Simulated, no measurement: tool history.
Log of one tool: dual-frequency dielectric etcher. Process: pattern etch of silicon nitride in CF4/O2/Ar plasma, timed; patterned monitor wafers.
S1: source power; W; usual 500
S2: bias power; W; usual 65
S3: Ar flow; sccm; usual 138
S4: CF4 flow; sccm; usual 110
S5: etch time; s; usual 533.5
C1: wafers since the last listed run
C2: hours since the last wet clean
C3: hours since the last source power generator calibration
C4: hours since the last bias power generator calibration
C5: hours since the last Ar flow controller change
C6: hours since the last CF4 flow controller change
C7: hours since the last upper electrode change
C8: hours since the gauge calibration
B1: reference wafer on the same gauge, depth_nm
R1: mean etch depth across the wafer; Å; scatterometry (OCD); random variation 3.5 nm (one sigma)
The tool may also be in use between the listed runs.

run   hour   S1  S2   S3   S4     S5   C1     C2      C3      C4      C5      C6      C7     C8      B1     R1
  1      0  500  65  138  110  533.5    0  419.5  4708.3  4014.5  5435.6  2736.8  3848.4  273.9  1180.2  11343
      19.7  -- gauge calibrated
  2   35.6  500  65  138  110  533.5  107  455.1  4743.9  4050.1  5471.2  2772.4    3884   15.9  1180.3  11329
  3   69.8  500  65  138  110  533.5  103  489.3  4778.1  4084.3  5505.4  2806.6  3918.2   50.1  1179.8  11331
  4   98.8  500  65  138  110  533.5   87  518.3  4807.1  4113.3  5534.4  2835.6  3947.2   79.1  1181.3  11433
  5  153.6  500  65  138  110  533.5  166  573.1  4861.9  4168.1  5589.2  2890.4    4002  133.9  1179.9  11460
  6  169.4  500  65  138  103  533.5   47  588.9  4877.7  4183.9    5605  2906.2  4017.8  149.7  1179.3  11390
  7  187.4  500  65  138  110  533.5   54  606.9  4895.7  4201.9    5623  2924.2  4035.8  167.7    1179  11472
  8  206.4  500  65  138  110  533.5   57  625.9  4914.7  4220.9    5642  2943.2  4054.8  186.7  1179.5  11385
     234.5  -- wet clean of the chamber
  9  238.6  500  65  138  110  533.5   24    4.1  4946.9  4253.1  5674.2  2975.4    4087  218.9  1180.7  11116
     248.7  -- Ar flow controller replaced
 10  271.5  500  65  138  110  576.5   81     37  4979.8    4286    22.8  3008.3  4119.9  251.8  1180.4  12054

Run 11 comes next. What will it give?
       291  -- source power generator calibrated
     293.4  -- CF4 flow controller replaced
     312.2  -- upper electrode replaced, of another model than before
 11  312.7  410  65  158  126  645  48  78.2  21.7  4327.2  64  19.3  0.5  293   ?   ?

{"run 11": {"B1": 1179.9, "R1": 9187}}
Without the tool's hidden state the same run would have given R1 9126 Å.

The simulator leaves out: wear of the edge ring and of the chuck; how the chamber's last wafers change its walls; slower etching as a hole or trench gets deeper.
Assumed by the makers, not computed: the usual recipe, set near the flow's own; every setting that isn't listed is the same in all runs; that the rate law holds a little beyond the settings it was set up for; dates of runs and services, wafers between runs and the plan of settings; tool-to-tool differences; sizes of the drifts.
